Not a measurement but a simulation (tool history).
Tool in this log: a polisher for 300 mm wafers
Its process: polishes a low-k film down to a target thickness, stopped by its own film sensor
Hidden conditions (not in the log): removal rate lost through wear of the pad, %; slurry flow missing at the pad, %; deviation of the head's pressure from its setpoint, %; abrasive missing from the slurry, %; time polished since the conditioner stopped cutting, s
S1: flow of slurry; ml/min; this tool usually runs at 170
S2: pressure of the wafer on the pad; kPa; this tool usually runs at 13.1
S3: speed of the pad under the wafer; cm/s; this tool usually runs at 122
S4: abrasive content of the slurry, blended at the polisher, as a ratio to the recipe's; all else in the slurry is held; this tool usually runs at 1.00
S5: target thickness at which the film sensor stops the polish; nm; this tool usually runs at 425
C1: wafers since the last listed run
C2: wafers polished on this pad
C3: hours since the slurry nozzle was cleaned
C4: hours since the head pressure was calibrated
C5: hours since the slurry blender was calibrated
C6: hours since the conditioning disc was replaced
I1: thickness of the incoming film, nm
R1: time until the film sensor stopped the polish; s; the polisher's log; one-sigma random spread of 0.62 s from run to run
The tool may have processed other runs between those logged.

run 1 hour=0.0 | S1=170 S2=13.1 S3=122 S4=0.80 S5=425 | C1=0 C2=1239 C3=151.9 C4=558.7 C5=154.9 C6=228.2 | I1=458.2 | R1=77.5
run 2 hour=18.5 | S1=170 S2=13.1 S3=122 S4=1.00 S5=425 | C1=136 C2=1376 C3=170.4 C4=577.2 C5=173.4 C6=246.7 | I1=459.3 | R1=71.4
-- hour=34.5 worn pad replaced by a new one
run 3 hour=49.1 | S1=170 S2=13.1 S3=122 S4=1.00 S5=425 | C1=196 C2=107 C3=201.0 C4=607.8 C5=204.0 C6=277.3 | I1=455.6 | R1=61.9
run 4 hour=66.7 | S1=170 S2=13.1 S3=122 S4=1.00 S5=425 | C1=129 C2=237 C3=218.6 C4=625.4 C5=221.6 C6=294.9 | I1=461.5 | R1=75.0
run 5 hour=81.6 | S1=170 S2=13.1 S3=122 S4=1.00 S5=422 | C1=110 C2=347 C3=233.5 C4=640.3 C5=236.5 C6=309.8 | I1=463.4 | R1=84.2
run 6 hour=94.3 | S1=170 S2=13.1 S3=122 S4=1.00 S5=422 | C1=93 C2=441 C3=246.2 C4=653.0 C5=249.2 C6=322.5 | I1=468.4 | R1=95.0
run 7 hour=172.6 | S1=170 S2=13.1 S3=122 S4=1.00 S5=422 | C1=578 C2=1019 C3=324.5 C4=731.3 C5=327.5 C6=400.8 | I1=457.1 | R1=73.5
run 8 hour=200.7 | S1=155 S2=14.5 S3=122 S4=1.00 S5=425 | C1=207 C2=1227 C3=352.6 C4=759.4 C5=355.6 C6=428.9 | I1=462.4 | R1=72.4
-- hour=221.1 worn pad replaced by a new one
run 9 hour=232.6 | S1=155 S2=14.5 S3=122 S4=1.00 S5=425 | C1=206 C2=85 C3=384.5 C4=791.3 C5=387.5 C6=460.8 | I1=459.2 | R1=63.3
-- hour=239.1 conditioning disc replaced and pad reconditioned
run 10 hour=258.6 | S1=155 S2=14.5 S3=122 S4=1.00 S5=425 | C1=177 C2=262 C3=410.5 C4=817.3 C5=413.5 C6=19.5 | I1=465.0 | R1=75.0
run 11 hour=291.1 | S1=170 S2=13.1 S3=122 S4=1.00 S5=425 | C1=239 C2=502 C3=443.0 C4=849.8 C5=446.0 C6=52.0 | I1=457.8 | R1=66.8
-- hour=316.2 head pressure recalibrated
run 12 hour=323.5 | S1=170 S2=13.1 S3=122 S4=1.00 S5=425 | C1=224 C2=726 C3=475.4 C4=7.3 C5=478.4 C6=84.4 | I1=467.7 | R1=89.8
-- hour=328.4 slurry blender recalibrated
-- hour=338.9 slurry nozzle cleaned
run 13 hour=345.1 | S1=150 S2=13.1 S3=122 S4=1.00 S5=425 | C1=137 C2=864 C3=6.2 C4=28.9 C5=16.7 C6=106.0 | I1=453.2 | R1=59.3
run 14 hour=367.5 | S1=170 S2=13.1 S3=122 S4=1.00 S5=425 | C1=165 C2=1029 C3=28.6 C4=51.3 C5=39.1 C6=128.4 | I1=451.6 | R1=56.9
run 15 hour=382.2 | S1=170 S2=11.0 S3=122 S4=1.00 S5=422 | C1=108 C2=1138 C3=43.3 C4=66.0 C5=53.8 C6=143.1 | I1=464.1 | R1=105.3
-- hour=394.0 worn pad replaced by a new one
run 16 hour=410.4 | S1=225 S2=13.1 S3=122 S4=1.00 S5=425 | C1=178 C2=121 C3=71.5 C4=94.2 C5=82.0 C6=171.3 | I1=461.7 | R1=71.2
run 17 hour=440.4 | S1=170 S2=9.0 S3=122 S4=1.00 S5=431 | C1=221 C2=342 C3=101.5 C4=124.2 C5=112.0 C6=201.3 | I1=458.6 | R1=83.2
run 18 hour=460.2 | S1=170 S2=13.1 S3=122 S4=1.00 S5=425 | C1=146 C2=488 C3=121.3 C4=144.0 C5=131.8 C6=221.1 | I1=457.2 | R1=68.0
run 19 hour=491.8 | S1=170 S2=9.0 S3=142 S4=0.70 S5=425 | C1=233 C2=722 C3=152.9 C4=175.6 C5=163.4 C6=252.7 | I1=460.5 | R1=115.9
run 20 hour=508.1 | S1=170 S2=13.1 S3=122 S4=1.10 S5=420 | C1=120 C2=842 C3=169.2 C4=191.9 C5=179.7 C6=269.0 | I1=463.6 | R1=88.9
run 21 hour=532.9 | S1=170 S2=14.5 S3=110 S4=1.00 S5=425 | C1=183 C2=1025 C3=194.0 C4=216.7 C5=204.5 C6=293.8 | I1=464.6 | R1=81.2
run 22 hour=561.5 | S1=170 S2=13.1 S3=152 S4=1.10 S5=425 | C1=211 C2=1236 C3=222.6 C4=245.3 C5=233.1 C6=322.4 | I1=463.7 | R1=64.1
run 23 hour=589.3 | S1=170 S2=13.1 S3=122 S4=1.00 S5=435 | C1=205 C2=1442 C3=250.4 C4=273.1 C5=260.9 C6=350.2 | I1=463.1 | R1=59.3
-- hour=596.9 worn pad replaced by a new one
run 24 hour=617.3 | S1=170 S2=17.2 S3=160 S4=1.00 S5=425 | C1=177 C2=150 C3=278.4 C4=301.1 C5=288.9 C6=378.2 | I1=453.0 | R1=34.6
run 25 hour=634.5 | S1=185 S2=13.1 S3=122 S4=1.00 S5=425 | C1=127 C2=277 C3=295.6 C4=318.3 C5=306.1 C6=395.4 | I1=460.5 | R1=71.4

Some steps in R1 between neighbouring runs. How much of each would the tool show without its hidden state too (settings, what came in, random variation), and how much is left for the hidden state, with any gauge scatter that isn't in both results?
Run 2 -> 3: worn pad replaced by a new one. R1 -9.5 s: hidden state -3.1, all else -6.4.
Run 14 -> 15: S2 13.1 -> 11.0, S5 425 -> 422. R1 +48.4 s: hidden state +2.3, all else +46.1.
Run 15 -> 16: S1 170 -> 225, S2 11.0 -> 13.1, S5 422 -> 425, worn pad replaced by a new one. R1 -34.1 s: hidden state -3.6, all else -30.5.
Run 18 -> 19: S2 13.1 -> 9.0, S3 122 -> 142, S4 1.00 -> 0.70. R1 +47.9 s: hidden state +2.8, all else +45.1.

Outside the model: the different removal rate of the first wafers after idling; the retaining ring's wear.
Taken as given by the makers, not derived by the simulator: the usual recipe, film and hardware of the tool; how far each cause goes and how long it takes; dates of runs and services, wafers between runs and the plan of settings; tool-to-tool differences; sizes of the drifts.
